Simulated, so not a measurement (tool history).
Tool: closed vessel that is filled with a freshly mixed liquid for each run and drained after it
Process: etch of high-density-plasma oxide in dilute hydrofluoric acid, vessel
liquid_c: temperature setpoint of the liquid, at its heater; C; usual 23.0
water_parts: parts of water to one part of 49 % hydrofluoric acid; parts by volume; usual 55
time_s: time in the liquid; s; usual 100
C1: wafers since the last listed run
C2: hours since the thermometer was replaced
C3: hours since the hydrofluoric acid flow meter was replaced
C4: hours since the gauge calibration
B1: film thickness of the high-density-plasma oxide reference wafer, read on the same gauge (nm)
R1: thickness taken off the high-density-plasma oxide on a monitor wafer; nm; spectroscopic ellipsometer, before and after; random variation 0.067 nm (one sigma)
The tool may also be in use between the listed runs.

run 1 day=0.000 | liquid_c=23.0 water_parts=55 time_s=100 | C1=0 C2=477.2 C3=557.9 C4=1028.5 | B1=140.01 | R1=9.07
run 2 day=6.696 | liquid_c=23.0 water_parts=55 time_s=100 | C1=15343 C2=637.9 C3=718.6 C4=1189.2 | B1=139.96 | R1=9.13
run 3 day=8.829 | liquid_c=23.0 water_parts=55 time_s=100 | C1=4888 C2=689.1 C3=769.8 C4=1240.4 | B1=139.96 | R1=9.04
run 4 day=11.796 | liquid_c=23.0 water_parts=55 time_s=100 | C1=6797 C2=760.3 C3=841.0 C4=1311.6 | B1=140.00 | R1=9.09
run 5 day=13.254 | liquid_c=25.0 water_parts=55 time_s=100 | C1=3341 C2=795.3 C3=876.0 C4=1346.6 | B1=140.00 | R1=9.86
run 6 day=14.617 | liquid_c=25.0 water_parts=55 time_s=100 | C1=3122 C2=828.0 C3=908.7 C4=1379.3 | B1=140.02 | R1=9.61
run 7 day=15.925 | liquid_c=25.0 water_parts=55 time_s=100 | C1=2997 C2=859.4 C3=940.1 C4=1410.7 | B1=139.98 | R1=9.75
run 8 day=17.938 | liquid_c=27.0 water_parts=55 time_s=100 | C1=4611 C2=907.7 C3=988.4 C4=1459.0 | B1=140.06 | R1=10.49
run 9 day=19.333 | liquid_c=27.0 water_parts=55 time_s=100 | C1=3198 C2=941.2 C3=1021.9 C4=1492.5 | B1=140.01 | R1=10.49
run 10 day=23.896 | liquid_c=27.0 water_parts=55 time_s=100 | C1=10454 C2=1050.7 C3=1131.4 C4=1602.0 | B1=140.00 | R1=10.59
run 11 day=26.046 | liquid_c=23.0 water_parts=55 time_s=100 | C1=4926 C2=1102.3 C3=1183.0 C4=1653.6 | B1=139.97 | R1=8.88
run 12 day=33.129 | liquid_c=23.0 water_parts=55 time_s=100 | C1=16231 C2=1272.3 C3=1353.0 C4=1823.6 | B1=140.00 | R1=8.77
run 13 day=36.125 | liquid_c=23.0 water_parts=75 time_s=70 | C1=6864 C2=1344.2 C3=1424.9 C4=1895.5 | B1=139.98 | R1=4.38
run 14 day=37.438 | liquid_c=23.0 water_parts=30 time_s=135 | C1=3007 C2=1375.7 C3=1456.4 C4=1927.0 | B1=139.97 | R1=22.47
run 15 day=39.762 | liquid_c=19.5 water_parts=45 time_s=100 | C1=5327 C2=1431.5 C3=1512.2 C4=1982.8 | B1=140.00 | R1=9.29
run 16 day=41.938 | liquid_c=23.0 water_parts=70 time_s=100 | C1=4983 C2=1483.7 C3=1564.4 C4=2035.0 | B1=139.97 | R1=6.88
run 17 day=43.383 | liquid_c=23.0 water_parts=55 time_s=100 | C1=3313 C2=1518.4 C3=1599.1 C4=2069.7 | B1=139.97 | R1=8.74
run 18 day=45.400 | liquid_c=23.0 water_parts=80 time_s=60 | C1=4621 C2=1566.8 C3=1647.5 C4=2118.1 | B1=139.97 | R1=3.51
-- day=49.350 gauge calibrated
run 19 day=49.800 | liquid_c=23.0 water_parts=55 time_s=100 | C1=10082 C2=1672.4 C3=1753.1 C4=10.8 | B1=140.03 | R1=8.77
run 20 day=50.846 | liquid_c=18.5 water_parts=55 time_s=100 | C1=2396 C2=1697.5 C3=1778.2 C4=35.9 | B1=140.00 | R1=7.20
-- day=51.129 thermometer replaced
run 21 day=52.571 | liquid_c=26.5 water_parts=65 time_s=60 | C1=3857 C2=34.6 C3=1819.6 C4=77.3 | B1=139.98 | R1=5.30
-- day=55.258 hydrofluoric acid flow meter replaced
run 22 day=57.754 | liquid_c=23.0 water_parts=80 time_s=120 | C1=11781 C2=159.0 C3=59.9 C4=201.7 | B1=140.02 | R1=7.28
run 23 day=60.175 | liquid_c=18.5 water_parts=35 time_s=85 | C1=5547 C2=217.1 C3=118.0 C4=259.8 | B1=140.02 | R1=10.31
run 24 day=61.429 | liquid_c=26.5 water_parts=55 time_s=85 | C1=2873 C2=247.2 C3=148.1 C4=289.9 | B1=139.95 | R1=8.95
run 25 day=62.958 | liquid_c=23.0 water_parts=55 time_s=100 | C1=3503 C2=283.9 C3=184.8 C4=326.6 | B1=140.00 | R1=9.10
run 26 day=68.650 | liquid_c=23.0 water_parts=55 time_s=100 | C1=13042 C2=420.5 C3=321.4 C4=463.2 | B1=140.01 | R1=9.04
run 27 day=71.450 | liquid_c=26.5 water_parts=70 time_s=50 | C1=6416 C2=487.7 C3=388.6 C4=530.4 | B1=140.00 | R1=3.97
run 28 day=74.142 | liquid_c=23.0 water_parts=55 time_s=100 | C1=6167 C2=552.3 C3=453.2 C4=595.0 | B1=140.03 | R1=9.03
run 29 day=76.517 | liquid_c=23.0 water_parts=40 time_s=100 | C1=5442 C2=609.3 C3=510.2 C4=652.0 | B1=139.98 | R1=12.70
run 30 day=78.842 | liquid_c=20.5 water_parts=85 time_s=60 | C1=5327 C2=665.1 C3=566.0 C4=707.8 | B1=140.06 | R1=3.04
run 31 day=80.346 | liquid_c=23.0 water_parts=55 time_s=100 | C1=3446 C2=701.2 C3=602.1 C4=743.9 | B1=140.00 | R1=9.02
run 32 day=82.679 | liquid_c=18.5 water_parts=45 time_s=100 | C1=5346 C2=757.2 C3=658.1 C4=799.9 | B1=140.04 | R1=9.21
run 33 day=85.362 | liquid_c=23.0 water_parts=55 time_s=100 | C1=6148 C2=821.6 C3=722.5 C4=864.3 | B1=139.97 | R1=9.02

3 ways to go on from here, each from the tool as it stands after run 33. What would each give?
run A day=85.392 | liquid_c=23.0 water_parts=55 time_s=100 | C1=66 C2=822.3 C3=723.2 C4=865.0 | B1=? | R1=?
run B day=85.392 | liquid_c=19.5 water_parts=55 time_s=125 | C1=66 C2=822.3 C3=723.2 C4=865.0 | B1=? | R1=?
run C day=85.392 | liquid_c=21.5 water_parts=35 time_s=155 | C1=66 C2=822.3 C3=723.2 C4=865.0 | B1=? | R1=?

run=A B1=140.01 R1=9.02
run=B B1=140.01 R1=9.73
run=C B1=140.01 R1=21.14
Without the tool's hidden state the same runs would have given:
run=A R1=9.33
run=B R1=10.07
run=C R1=21.89
